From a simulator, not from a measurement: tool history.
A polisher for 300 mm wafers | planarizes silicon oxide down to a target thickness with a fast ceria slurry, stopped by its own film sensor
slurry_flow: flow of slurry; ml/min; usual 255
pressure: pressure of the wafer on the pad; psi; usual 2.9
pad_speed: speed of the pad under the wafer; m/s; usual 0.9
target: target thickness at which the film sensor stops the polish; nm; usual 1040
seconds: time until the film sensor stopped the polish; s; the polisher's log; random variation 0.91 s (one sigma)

run	hour	slurry_flow	pressure	pad_speed	target	incoming thickness of the incoming film, nm	seconds
1	0	255	2.9	1.06	1040	2151.3	56.2
2	46.4	255	2.9	0.9	1040	2162	66.1
3	93.2	185	2.9	0.9	1040	2160.4	68.1
# hour 137.7: worn pad replaced by a new one
4	141	185	2.9	0.9	1040	2145.1	66.2
5	207.5	255	2.9	0.9	1040	2143.4	65.2
# hour 230.1: head pressure recalibrated
6	246.8	255	2.9	0.9	1040	2191.7	70.2
7	330.8	255	2.9	0.9	1040	2168.6	69.1
# hour 345.4: slurry nozzle cleaned
8	418.2	255	2.9	0.9	1040	2170.6	70
9	495.8	255	2.9	0.9	1040	2128.8	68.5
10	571.9	255	2.9	0.9	1040	2152.7	69.2
11	649.2	255	2.9	0.9	1040	2156.4	69.4
# hour 716.1: worn pad replaced by a new one
12	751	255	2.9	0.9	1040	2120.6	65.5
13	857.4	255	2.9	0.9	1040	2179.4	66.4
14	949.1	310	2.9	0.9	1040	2144.6	63.9
15	992.8	310	2.9	0.9	1040	2159	63
16	1040.9	310	2.9	0.9	1040	2161.7	64
# hour 1066.2: head pressure recalibrated
# hour 1084.6: slurry nozzle cleaned
17	1111.4	255	2.9	0.7	1040	2158.9	88.9

Run 18 comes next. What will it give?
18	1148.4	255	2.9	0.9	1040	2134.8	?

Run 18 gave seconds 68.6 s.
Without the tool's hidden state the same run would have given seconds 68 s.
